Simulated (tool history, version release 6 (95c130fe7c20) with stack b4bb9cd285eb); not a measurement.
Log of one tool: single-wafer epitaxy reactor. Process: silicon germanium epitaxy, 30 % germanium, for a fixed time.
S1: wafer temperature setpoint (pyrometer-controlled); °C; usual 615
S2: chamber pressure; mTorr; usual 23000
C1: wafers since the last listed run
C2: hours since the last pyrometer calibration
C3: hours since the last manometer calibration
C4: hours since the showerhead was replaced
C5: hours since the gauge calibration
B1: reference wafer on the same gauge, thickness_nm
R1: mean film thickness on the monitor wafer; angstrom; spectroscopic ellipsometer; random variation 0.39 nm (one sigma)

Run 1, day 0.000: usual settings; C1 0; C2 1395.0; C3 1491.8; C4 4934.0; C5 324.5; B1 98.331. Result: R1 797.99 angstrom.
Run 2, day 0.442: usual settings but S1 621 °C; C1 248; C2 1405.6; C3 1502.4; C4 4944.6; C5 335.1; B1 98.344. Result: R1 893.95 angstrom.
Run 3, day 1.129: usual settings but S1 621 °C; C1 386; C2 1422.1; C3 1518.9; C4 4961.1; C5 351.6; B1 98.367. Result: R1 885.49 angstrom.
Run 4, day 1.583: usual settings but S1 609 °C; C1 255; C2 1433.0; C3 1529.8; C4 4972.0; C5 362.5; B1 98.405. Result: R1 720.74 angstrom.
Run 5, day 1.992: usual settings but S1 609 °C; C1 229; C2 1442.8; C3 1539.6; C4 4981.8; C5 372.3; B1 98.394. Result: R1 723.53 angstrom.
Run 6, day 2.312: usual settings but S1 609 °C; C1 180; C2 1450.5; C3 1547.3; C4 4989.5; C5 380.0; B1 98.313. Result: R1 721.24 angstrom.
Run 7, day 2.771: usual settings but S1 608 °C; C1 257; C2 1461.5; C3 1558.3; C4 5000.5; C5 391.0; B1 98.369. Result: R1 705.49 angstrom.
Run 8, day 3.058: usual settings but S1 608 °C; C1 161; C2 1468.4; C3 1565.2; C4 5007.4; C5 397.9; B1 98.459. Result: R1 706.40 angstrom.
Run 9, day 3.471: usual settings; C1 231; C2 1478.3; C3 1575.1; C4 5017.3; C5 407.8; B1 98.481. Result: R1 798.29 angstrom.
Run 10, day 4.058: usual settings; C1 330; C2 1492.4; C3 1589.2; C4 5031.4; C5 421.9; B1 98.375. Result: R1 796.98 angstrom.
Run 11, day 4.758: usual settings; C1 393; C2 1509.2; C3 1606.0; C4 5048.2; C5 438.7; B1 98.275. Result: R1 789.15 angstrom.
Run 12, day 5.096: usual settings but S2 25600 mTorr; C1 189; C2 1517.3; C3 1614.1; C4 5056.3; C5 446.8; B1 98.409. Result: R1 839.15 angstrom.
At day 5.621: gauge calibrated.
Run 13, day 5.871: usual settings but S2 25600 mTorr; C1 435; C2 1535.9; C3 1632.7; C4 5074.9; C5 6.0; B1 98.433. Result: R1 840.45 angstrom.
Run 14, day 6.329: usual settings but S2 25600 mTorr; C1 257; C2 1546.9; C3 1643.7; C4 5085.9; C5 17.0; B1 98.396. Result: R1 835.25 angstrom.
Run 15, day 6.771: usual settings; C1 248; C2 1557.5; C3 1654.3; C4 5096.5; C5 27.6; B1 98.498. Result: R1 797.58 angstrom.
Run 16, day 7.338: usual settings but S1 601 °C, S2 28400 mTorr; C1 318; C2 1571.1; C3 1667.9; C4 5110.1; C5 41.2; B1 98.353. Result: R1 682.30 angstrom.
Run 17, day 7.762: usual settings but S2 17500 mTorr; C1 238; C2 1581.3; C3 1678.1; C4 5120.3; C5 51.4; B1 98.461. Result: R1 683.61 angstrom.
Run 18, day 8.142: usual settings but S2 18000 mTorr; C1 213; C2 1590.4; C3 1687.2; C4 5129.4; C5 60.5; B1 98.357. Result: R1 698.53 angstrom.
Run 19, day 8.842: usual settings; C1 393; C2 1607.2; C3 1704.0; C4 5146.2; C5 77.3; B1 98.374. Result: R1 787.59 angstrom.
Run 20, day 9.433: usual settings; C1 332; C2 1621.4; C3 1718.2; C4 5160.4; C5 91.5; B1 98.391. Result: R1 788.83 angstrom.
At day 10.346: capacitance manometer re-zeroed and calibrated.
Run 21, day 10.367: usual settings but S1 628 °C, S2 26000 mTorr; C1 337; C2 1643.8; C3 0.5; C4 5182.8; C5 113.9; B1 98.397. Result: R1 1045.52 angstrom.
Run 22, day 10.525: usual settings; C1 88; C2 1647.6; C3 4.3; C4 5186.6; C5 117.7; B1 98.326. Result: R1 786.32 angstrom.
Run 23, day 11.042: usual settings; C1 290; C2 1660.0; C3 16.7; C4 5199.0; C5 130.1; B1 98.409. Result: R1 779.76 angstrom.
Run 24, day 11.658: usual settings but S2 17600 mTorr; C1 346; C2 1674.8; C3 31.5; C4 5213.8; C5 144.9; B1 98.335. Result: R1 680.82 angstrom.
At day 12.329: showerhead replaced, of another model than before.
Run 25, day 12.350: usual settings; C1 201; C2 1691.4; C3 48.1; C4 0.5; C5 161.5; B1 98.394. Result: R1 789.86 angstrom.
Run 26, day 13.054: usual settings but S2 18800 mTorr; C1 395; C2 1708.3; C3 65.0; C4 17.4; C5 178.4; B1 98.390. Result: R1 661.82 angstrom.
Run 27, day 13.692: usual settings but S1 629 °C, S2 21200 mTorr; C1 358; C2 1723.6; C3 80.3; C4 32.7; C5 193.7; B1 98.421. Result: R1 928.21 angstrom.
At day 14.533: pyrometer calibrated.
Run 28, day 14.554: usual settings but S1 605 °C; C1 297; C2 0.5; C3 101.0; C4 53.4; C5 214.4; B1 98.428. Result: R1 704.16 angstrom.
Run 29, day 14.821: usual settings but S1 606 °C, S2 17900 mTorr; C1 149; C2 6.9; C3 107.4; C4 59.8; C5 220.8; B1 98.463. Result: R1 582.95 angstrom.
Run 30, day 16.567: usual settings; C1 981; C2 48.8; C3 149.3; C4 101.7; C5 262.7; B1 98.394. Result: R1 837.85 angstrom.
Run 31, day 17.021: usual settings but S2 27200 mTorr; C1 255; C2 59.7; C3 160.2; C4 112.6; C5 273.6; B1 98.368. Result: R1 946.75 angstrom.
Run 32, day 17.408: usual settings but S2 25100 mTorr; C1 217; C2 69.0; C3 169.5; C4 121.9; C5 282.9; B1 98.369. Result: R1 892.40 angstrom.
Run 33, day 18.012: usual settings but S2 18800 mTorr; C1 339; C2 83.5; C3 184.0; C4 136.4; C5 297.4; B1 98.463. Result: R1 715.18 angstrom.
Run 34, day 19.612: usual settings but S2 18100 mTorr; C1 899; C2 121.9; C3 222.4; C4 174.8; C5 335.8; B1 98.425. Result: R1 688.79 angstrom.
Run 35, day 19.996: usual settings but S1 623 °C; C1 215; C2 131.1; C3 231.6; C4 184.0; C5 345.0; B1 98.322. Result: R1 959.66 angstrom.
Run 36, day 20.600: usual settings but S1 628 °C; C1 339; C2 145.6; C3 246.1; C4 198.5; C5 359.5; B1 98.345. Result: R1 1049.52 angstrom.

How the hidden state differs across the entries between the runs, from the last listed run before each to the first after it:
Between runs 12 and 13: gauge calibrated (day 5.621)
  wafer temperature above the value expected at the setpoint (K): -2.72 -> -2.81
  measured less the result without the state, R1: -40.18 -> -41.65 angstrom
Between runs 20 and 21: capacitance manometer re-zeroed and calibrated (day 10.346)
  wafer temperature above the value expected at the setpoint (K): -3.26 -> -3.38
  measured less the result without the state, R1: -45.44 -> -60.73 angstrom
Between runs 24 and 25: showerhead replaced, of another model than before (day 12.329)
  wafer temperature above the value expected at the setpoint (K): -3.55 -> -3.64
  measured less the result without the state, R1: -42.81 -> -51.00 angstrom
Between runs 27 and 28: pyrometer calibrated (day 14.533)
  wafer temperature above the value expected at the setpoint (K): -3.82 -> 0.529
  measured less the result without the state, R1: -61.06 -> +6.49 angstrom

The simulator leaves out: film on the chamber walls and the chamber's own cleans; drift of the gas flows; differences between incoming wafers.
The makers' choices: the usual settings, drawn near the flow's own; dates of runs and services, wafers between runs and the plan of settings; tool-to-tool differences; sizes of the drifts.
